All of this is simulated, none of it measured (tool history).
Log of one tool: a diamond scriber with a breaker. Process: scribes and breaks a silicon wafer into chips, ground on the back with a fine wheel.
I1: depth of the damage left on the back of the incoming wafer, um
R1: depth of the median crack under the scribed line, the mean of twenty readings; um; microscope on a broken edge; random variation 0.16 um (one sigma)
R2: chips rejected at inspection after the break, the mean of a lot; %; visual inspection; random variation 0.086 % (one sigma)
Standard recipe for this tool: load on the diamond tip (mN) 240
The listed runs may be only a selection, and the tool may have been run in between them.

run 1 hour=0 | load_on_the_diamond_tip_(mN)=206 | I1=2.74 | R1=8.13 R2=6.9
run 2 hour=42.5 | load_on_the_diamond_tip_(mN)=287 | I1=2.84 | R1=10.5 R2=4.92
run 3 hour=105.2 | load_on_the_diamond_tip_(mN)=287 | I1=1.91 | R1=10.47 R2=3.04
run 4 hour=150.8 | load_on_the_diamond_tip_(mN)=240 | I1=1.92 | R1=8.9 R2=1.78
-- hour=220 load on the tip recalibrated
run 5 hour=241.2 | load_on_the_diamond_tip_(mN)=240 | I1=2.79 | R1=9.13 R2=4.25
run 6 hour=556.9 | load_on_the_diamond_tip_(mN)=240 | I1=1.54 | R1=8.67 R2=1.65
run 7 hour=697.4 | load_on_the_diamond_tip_(mN)=218 | I1=1.56 | R1=7.77 R2=3.99
run 8 hour=741.2 | load_on_the_diamond_tip_(mN)=218 | I1=1.67 | R1=8 R2=4.44
run 9 hour=800.4 | load_on_the_diamond_tip_(mN)=240 | I1=2.9 | R1=8.24 R2=6.99
-- hour=852.9 diamond tip replaced by a new one
run 10 hour=892.5 | load_on_the_diamond_tip_(mN)=266 | I1=2.4 | R1=8.57 R2=4.98
run 11 hour=953 | load_on_the_diamond_tip_(mN)=266 | I1=2.48 | R1=8.12 R2=5.3
run 12 hour=1025.5 | load_on_the_diamond_tip_(mN)=223 | I1=1.66 | R1=7.11 R2=7.82
run 13 hour=1120.9 | load_on_the_diamond_tip_(mN)=223 | I1=2.35 | R1=7.15 R2=11.6
run 14 hour=1168.1 | load_on_the_diamond_tip_(mN)=223 | I1=1.69 | R1=7.13 R2=9.35
run 15 hour=1240 | load_on_the_diamond_tip_(mN)=286 | I1=1.89 | R1=8.6 R2=2.69
run 16 hour=1316.4 | load_on_the_diamond_tip_(mN)=286 | I1=1.64 | R1=8.45 R2=2.32
run 17 hour=1417.1 | load_on_the_diamond_tip_(mN)=240 | I1=2.89 | R1=7.23 R2=14.54
-- hour=1476.4 diamond tip replaced by a new one, repeated, since the last time left the tool worse
run 18 hour=1487.7 | load_on_the_diamond_tip_(mN)=240 | I1=2.93 | R1=8.84 R2=4.89
run 19 hour=1595.5 | load_on_the_diamond_tip_(mN)=240 | I1=1.84 | R1=9.22 R2=1.52
run 20 hour=1687.6 | load_on_the_diamond_tip_(mN)=173 | I1=1.66 | R1=7.11 R2=9.81
run 21 hour=1793.3 | load_on_the_diamond_tip_(mN)=264 | I1=1.99 | R1=9.92 R2=2.02
run 22 hour=1889.9 | load_on_the_diamond_tip_(mN)=207 | I1=1.56 | R1=7.83 R2=3.87
run 23 hour=1957.3 | load_on_the_diamond_tip_(mN)=240 | I1=1.87 | R1=8.98 R2=1.96
run 24 hour=2008.1 | load_on_the_diamond_tip_(mN)=269 | I1=2.79 | R1=9.44 R2=3.83
run 25 hour=2092.8 | load_on_the_diamond_tip_(mN)=169 | I1=2.81 | R1=6.54 R2=22.18
-- hour=2114.6 load on the tip recalibrated
run 26 hour=2161.9 | load_on_the_diamond_tip_(mN)=301 | I1=2.47 | R1=10.06 R2=3.24
run 27 hour=2243 | load_on_the_diamond_tip_(mN)=199 | I1=2.7 | R1=7.27 R2=13.07
-- hour=2259.7 diamond tip replaced by a new one
run 28 hour=2318 | load_on_the_diamond_tip_(mN)=209 | I1=1.59 | R1=8.19 R2=2.76
run 29 hour=2354.3 | load_on_the_diamond_tip_(mN)=268 | I1=2.63 | R1=9.84 R2=3.39
run 30 hour=2437.9 | load_on_the_diamond_tip_(mN)=217 | I1=2.44 | R1=8.57 R2=4.5
run 31 hour=2501.8 | load_on_the_diamond_tip_(mN)=176 | I1=1.88 | R1=6.98 R2=8.43
run 32 hour=2596.2 | load_on_the_diamond_tip_(mN)=240 | I1=1.53 | R1=9.26 R2=1.19
run 33 hour=2681.9 | load_on_the_diamond_tip_(mN)=214 | I1=2.87 | R1=8.3 R2=7.43
run 34 hour=2757.7 | load_on_the_diamond_tip_(mN)=279 | I1=2.17 | R1=10.16 R2=2.47
run 35 hour=2839.7 | load_on_the_diamond_tip_(mN)=240 | I1=2.96 | R1=8.82 R2=5.8
run 36 hour=2944.1 | load_on_the_diamond_tip_(mN)=240 | I1=2.3 | R1=8.75 R2=3.37
run 37 hour=3010.1 | load_on_the_diamond_tip_(mN)=240 | I1=1.71 | R1=8.68 R2=2.42
run 38 hour=3066.8 | load_on_the_diamond_tip_(mN)=240 | I1=2.82 | R1=8.35 R2=6.34
-- hour=3091.9 diamond tip replaced by a new one
run 39 hour=3129.8 | load_on_the_diamond_tip_(mN)=307 | I1=1.85 | R1=10.74 R2=4.13
run 40 hour=3198.7 | load_on_the_diamond_tip_(mN)=283 | I1=2.56 | R1=10.55 R2=3.71
run 41 hour=3291.3 | load_on_the_diamond_tip_(mN)=275 | I1=2.34 | R1=10.08 R2=3.06
run 42 hour=3358 | load_on_the_diamond_tip_(mN)=240 | I1=1.85 | R1=9.3 R2=1.76

Alternative continuations, all from the tool just after run 42; predict every row:
run A hour=3358.5 | load_on_the_diamond_tip_(mN)=196 | I1=2.04 | R1=? R2=?
run B hour=3358.5 | load_on_the_diamond_tip_(mN)=171 | I1=2.04 | R1=? R2=?
run C hour=3358.5 | load_on_the_diamond_tip_(mN)=189 | I1=2.04 | R1=? R2=?

run=A R1=7.87 R2=6.19
run=B R1=7.04 R2=12.01
run=C R1=7.64 R2=7.5
Take away the tool's hidden state, keep each run's random variation, and the runs would have read:
run=A R1=8.04 R2=5.33
run=B R1=7.19 R2=10.71
run=C R1=7.81 R2=6.52

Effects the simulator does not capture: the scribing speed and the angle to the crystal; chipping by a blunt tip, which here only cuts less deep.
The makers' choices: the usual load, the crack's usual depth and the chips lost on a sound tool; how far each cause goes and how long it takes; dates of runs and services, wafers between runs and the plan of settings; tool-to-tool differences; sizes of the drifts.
